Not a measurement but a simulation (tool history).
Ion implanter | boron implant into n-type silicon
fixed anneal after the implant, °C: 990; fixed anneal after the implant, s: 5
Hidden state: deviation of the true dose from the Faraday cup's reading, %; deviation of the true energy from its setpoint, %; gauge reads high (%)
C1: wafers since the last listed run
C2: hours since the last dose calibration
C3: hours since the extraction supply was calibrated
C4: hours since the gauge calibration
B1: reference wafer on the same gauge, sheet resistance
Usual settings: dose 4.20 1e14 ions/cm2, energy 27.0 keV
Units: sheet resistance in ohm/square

{"run": 1, "hour": 0.0, "dose": 4.2, "energy": 27.0, "C1": 0, "C2": 1630.5, "C3": 2956.1, "C4": 282.4, "B1": 274.99, "sheet resistance": 253.07}
{"run": 2, "hour": 23.5, "dose": 4.2, "energy": 27.0, "C1": 248, "C2": 1654.0, "C3": 2979.6, "C4": 305.9, "B1": 274.86, "sheet resistance": 252.01}
{"run": 3, "hour": 59.4, "dose": 4.2, "energy": 32.5, "C1": 378, "C2": 1689.9, "C3": 3015.5, "C4": 341.8, "B1": 275.16, "sheet resistance": 251.0}
{"run": 4, "hour": 74.0, "dose": 4.2, "energy": 32.5, "C1": 154, "C2": 1704.5, "C3": 3030.1, "C4": 356.4, "B1": 274.9, "sheet resistance": 249.78}
{"run": 5, "hour": 97.6, "dose": 4.2, "energy": 32.5, "C1": 249, "C2": 1728.1, "C3": 3053.7, "C4": 380.0, "B1": 275.03, "sheet resistance": 250.22}
{"run": 6, "hour": 126.3, "dose": 4.2, "energy": 27.0, "C1": 302, "C2": 1756.8, "C3": 3082.4, "C4": 408.7, "B1": 274.61, "sheet resistance": 253.12}
{"run": 7, "hour": 153.5, "dose": 4.2, "energy": 27.0, "C1": 287, "C2": 1784.0, "C3": 3109.6, "C4": 435.9, "B1": 274.81, "sheet resistance": 252.5}
{"run": 8, "hour": 186.0, "dose": 4.2, "energy": 27.0, "C1": 343, "C2": 1816.5, "C3": 3142.1, "C4": 468.4, "B1": 275.01, "sheet resistance": 254.24}
{"run": 9, "hour": 204.1, "dose": 4.2, "energy": 27.0, "C1": 191, "C2": 1834.6, "C3": 3160.2, "C4": 486.5, "B1": 275.13, "sheet resistance": 253.15}
{"run": 10, "hour": 233.8, "dose": 4.2, "energy": 27.0, "C1": 313, "C2": 1864.3, "C3": 3189.9, "C4": 516.2, "B1": 275.09, "sheet resistance": 253.01}
{"run": 11, "hour": 263.9, "dose": 3.64, "energy": 33.5, "C1": 317, "C2": 1894.4, "C3": 3220.0, "C4": 546.3, "B1": 274.76, "sheet resistance": 278.89}
{"run": 12, "hour": 286.0, "dose": 3.64, "energy": 33.5, "C1": 233, "C2": 1916.5, "C3": 3242.1, "C4": 568.4, "B1": 275.03, "sheet resistance": 277.76}
{"run": 13, "hour": 303.6, "dose": 4.2, "energy": 27.0, "C1": 185, "C2": 1934.1, "C3": 3259.7, "C4": 586.0, "B1": 274.87, "sheet resistance": 253.47}
{"run": 14, "hour": 317.9, "dose": 4.2, "energy": 27.0, "C1": 150, "C2": 1948.4, "C3": 3274.0, "C4": 600.3, "B1": 275.08, "sheet resistance": 253.69}
{"run": 15, "hour": 350.8, "dose": 3.85, "energy": 27.0, "C1": 347, "C2": 1981.3, "C3": 3306.9, "C4": 633.2, "B1": 275.13, "sheet resistance": 270.76}
{"run": 16, "hour": 376.5, "dose": 3.17, "energy": 20.0, "C1": 271, "C2": 2007.0, "C3": 3332.6, "C4": 658.9, "B1": 275.4, "sheet resistance": 319.66}
{"hour": 383.9, "done": "gauge calibrated"}
{"run": 17, "hour": 411.9, "dose": 4.2, "energy": 32.5, "C1": 373, "C2": 2042.4, "C3": 3368.0, "C4": 28.0, "B1": 274.59, "sheet resistance": 249.84}
{"run": 18, "hour": 429.1, "dose": 3.08, "energy": 29.5, "C1": 181, "C2": 2059.6, "C3": 3385.2, "C4": 45.2, "B1": 275.05, "sheet resistance": 318.8}
{"run": 19, "hour": 452.1, "dose": 4.2, "energy": 27.0, "C1": 242, "C2": 2082.6, "C3": 3408.2, "C4": 68.2, "B1": 275.08, "sheet resistance": 254.13}
{"hour": 479.4, "done": "Faraday cup replaced and dose calibrated"}
{"hour": 526.0, "done": "extraction supply calibrated"}
{"run": 20, "hour": 531.9, "dose": 4.73, "energy": 24.0, "C1": 673, "C2": 52.5, "C3": 5.9, "C4": 148.0, "B1": 275.22, "sheet resistance": 226.58}
{"run": 21, "hour": 564.0, "dose": 4.55, "energy": 21.0, "C1": 338, "C2": 84.6, "C3": 38.0, "C4": 180.1, "B1": 274.93, "sheet resistance": 236.18}
{"run": 22, "hour": 583.4, "dose": 4.2, "energy": 35.0, "C1": 204, "C2": 104.0, "C3": 57.4, "C4": 199.5, "B1": 275.0, "sheet resistance": 241.61}
{"run": 23, "hour": 615.6, "dose": 3.19, "energy": 23.0, "C1": 339, "C2": 136.2, "C3": 89.6, "C4": 231.7, "B1": 275.02, "sheet resistance": 307.71}
{"hour": 637.9, "done": "Faraday cup replaced and dose calibrated, repeated, since the last time left the tool worse"}
{"run": 24, "hour": 641.4, "dose": 4.2, "energy": 27.0, "C1": 187, "C2": 3.5, "C3": 115.4, "C4": 257.5, "B1": 274.95, "sheet resistance": 260.75}
{"run": 25, "hour": 664.0, "dose": 4.2, "energy": 20.5, "C1": 238, "C2": 26.1, "C3": 138.0, "C4": 280.1, "B1": 275.29, "sheet resistance": 265.96}
{"run": 26, "hour": 685.2, "dose": 4.2, "energy": 32.0, "C1": 223, "C2": 47.3, "C3": 159.2, "C4": 301.3, "B1": 275.04, "sheet resistance": 256.24}
{"run": 27, "hour": 710.9, "dose": 4.2, "energy": 27.0, "C1": 271, "C2": 73.0, "C3": 184.9, "C4": 327.0, "B1": 274.89, "sheet resistance": 259.2}
{"run": 28, "hour": 737.9, "dose": 4.2, "energy": 27.0, "C1": 284, "C2": 100.0, "C3": 211.9, "C4": 354.0, "B1": 275.11, "sheet resistance": 259.52}
{"run": 29, "hour": 766.0, "dose": 4.2, "energy": 17.5, "C1": 296, "C2": 128.1, "C3": 240.0, "C4": 382.1, "B1": 275.27, "sheet resistance": 264.9}
{"run": 30, "hour": 790.1, "dose": 3.11, "energy": 20.5, "C1": 254, "C2": 152.2, "C3": 264.1, "C4": 406.2, "B1": 275.11, "sheet resistance": 332.71}

What the log doesn't show, run by run:
deviation of the true energy from its setpoint, %: 0 in every run
gauge reads high (%): 0 in every run
H1: deviation of the true dose from the Faraday cup's reading, %
run=1 H1=2.8
run=2 H1=2.81
run=3 H1=2.82
run=4 H1=2.83
run=5 H1=2.84
run=6 H1=2.85
run=7 H1=2.86
run=8 H1=2.87
run=9 H1=2.88
run=10 H1=2.89
run=11 H1=2.9
run=12 H1=2.91
run=13 H1=2.91
run=14 H1=2.92
run=15 H1=2.93
run=16 H1=2.94
run=17 H1=2.95
run=18 H1=2.95
run=19 H1=2.96
run=20 H1=6.06
run=21 H1=6.2
run=22 H1=6.28
run=23 H1=6.41
run=24 H1=-0.669
run=25 H1=-0.562
run=26 H1=-0.465
run=27 H1=-0.35
run=28 H1=-0.235
run=29 H1=-0.119
run=30 H1=-0.0239
